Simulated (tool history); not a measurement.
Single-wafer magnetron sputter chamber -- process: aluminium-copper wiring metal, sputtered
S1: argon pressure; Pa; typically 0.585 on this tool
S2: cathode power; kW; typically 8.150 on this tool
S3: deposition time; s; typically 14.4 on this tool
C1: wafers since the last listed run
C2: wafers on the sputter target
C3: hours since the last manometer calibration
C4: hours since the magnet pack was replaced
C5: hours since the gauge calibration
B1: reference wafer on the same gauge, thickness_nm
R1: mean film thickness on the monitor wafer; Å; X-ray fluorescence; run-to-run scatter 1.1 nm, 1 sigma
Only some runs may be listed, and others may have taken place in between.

| run | day | S1 | S2 | S3 | C1 | C2 | C3 | C4 | C5 | B1 | R1 |
|---|---|---|---|---|---|---|---|---|---|---|---|
| 1 | 0.000 | 0.585 | 8.150 | 12.7 | 0 | 1206 | 1978.0 | 7171.6 | 249.8 | 208.958 | 1711.16 |
| 2 | 1.038 | 0.585 | 6.700 | 14.4 | 402 | 1609 | 2002.9 | 7196.5 | 274.7 | 209.093 | 1696.56 |
| 3 | 1.888 | 0.585 | 8.150 | 14.4 | 330 | 1939 | 2023.3 | 7216.9 | 295.1 | 208.860 | 1951.29 |
| 4 | 3.104 | 0.585 | 8.150 | 14.4 | 472 | 2412 | 2052.5 | 7246.1 | 324.3 | 209.068 | 1937.16 |
|  | 3.442 | gauge calibrated |
| 5 | 3.788 | 0.585 | 8.150 | 14.4 | 265 | 2677 | 2068.9 | 7262.5 | 8.3 | 209.082 | 1939.90 |
| 6 | 5.046 | 0.585 | 8.150 | 14.4 | 488 | 3166 | 2099.1 | 7292.7 | 38.5 | 208.896 | 1949.67 |
| 7 | 6.242 | 0.585 | 8.150 | 14.4 | 464 | 3630 | 2127.8 | 7321.4 | 67.2 | 209.043 | 1912.94 |
| 8 | 6.792 | 0.585 | 8.150 | 14.4 | 213 | 3844 | 2141.0 | 7334.6 | 80.4 | 208.723 | 1909.68 |
| 9 | 7.908 | 0.585 | 8.150 | 14.4 | 433 | 4277 | 2167.8 | 7361.4 | 107.2 | 208.906 | 1896.35 |
| 10 | 9.304 | 0.585 | 8.150 | 14.4 | 542 | 4819 | 2201.3 | 7394.9 | 140.7 | 209.119 | 1898.30 |
| 11 | 10.067 | 0.585 | 8.150 | 14.4 | 296 | 5115 | 2219.6 | 7413.2 | 159.0 | 208.924 | 1872.70 |
| 12 | 10.896 | 0.585 | 8.150 | 13.4 | 321 | 5437 | 2239.5 | 7433.1 | 178.9 | 208.948 | 1744.97 |
| 13 | 11.654 | 0.585 | 9.450 | 14.4 | 294 | 5732 | 2257.7 | 7451.3 | 197.1 | 208.901 | 2104.99 |
|  | 12.496 | magnet pack replaced, of another model than before |
| 14 | 12.912 | 0.585 | 9.150 | 14.4 | 359 | 6091 | 2287.9 | 10.0 | 227.3 | 208.893 | 2026.06 |
| 15 | 13.725 | 0.585 | 8.150 | 14.4 | 315 | 6407 | 2307.4 | 29.5 | 246.8 | 208.873 | 1819.71 |
| 16 | 14.475 | 0.585 | 6.150 | 16.6 | 291 | 6698 | 2325.4 | 47.5 | 264.8 | 208.829 | 1699.75 |
| 17 | 14.979 | 0.585 | 8.150 | 14.4 | 195 | 6894 | 2337.5 | 59.6 | 276.9 | 209.245 | 1809.06 |
|  | 15.417 | sputter target and shields replaced |
|  | 15.458 | capacitance manometer re-zeroed and calibrated |
| 18 | 16.121 | 0.585 | 8.150 | 14.4 | 298 | 257 | 15.9 | 87.0 | 304.3 | 208.795 | 1952.46 |
|  | 17.050 | gauge calibrated |
| 19 | 17.454 | 0.585 | 8.150 | 14.4 | 517 | 775 | 47.9 | 119.0 | 9.7 | 208.976 | 1932.56 |
| 20 | 18.329 | 0.361 | 8.150 | 14.4 | 339 | 1115 | 68.9 | 140.0 | 30.7 | 209.158 | 2193.41 |
| 21 | 19.492 | 0.766 | 8.150 | 14.4 | 451 | 1566 | 96.8 | 167.9 | 58.6 | 208.960 | 1773.07 |
| 22 | 20.288 | 0.385 | 9.700 | 12.8 | 309 | 1875 | 115.9 | 187.0 | 77.7 | 208.804 | 2200.30 |
| 23 | 21.483 | 0.585 | 8.150 | 14.4 | 464 | 2340 | 144.6 | 215.7 | 106.4 | 208.866 | 1926.17 |

Forecast each of these 4 alternatives for the next run:
| A | 21.500 | 0.585 | 8.150 | 12.9 | 6 | 2346 | 145.0 | 216.1 | 106.8 | ? | ? |
| B | 21.500 | 0.781 | 8.150 | 11.7 | 6 | 2346 | 145.0 | 216.1 | 106.8 | ? | ? |
| C | 21.500 | 0.585 | 8.150 | 12.6 | 6 | 2346 | 145.0 | 216.1 | 106.8 | ? | ? |
| D | 21.500 | 0.585 | 8.150 | 12.1 | 6 | 2346 | 145.0 | 216.1 | 106.8 | ? | ? |

| run | B1 | R1 |
|---|---|---|
| A | 209.064 | 1746.07 |
| B | 209.064 | 1432.63 |
| C | 209.064 | 1705.46 |
| D | 209.064 | 1637.79 |
Without the tool's hidden state the same runs would have given:
| run | R1 |
|---|---|
| A | 1771.89 |
| B | 1453.81 |
| C | 1730.68 |
| D | 1662.00 |
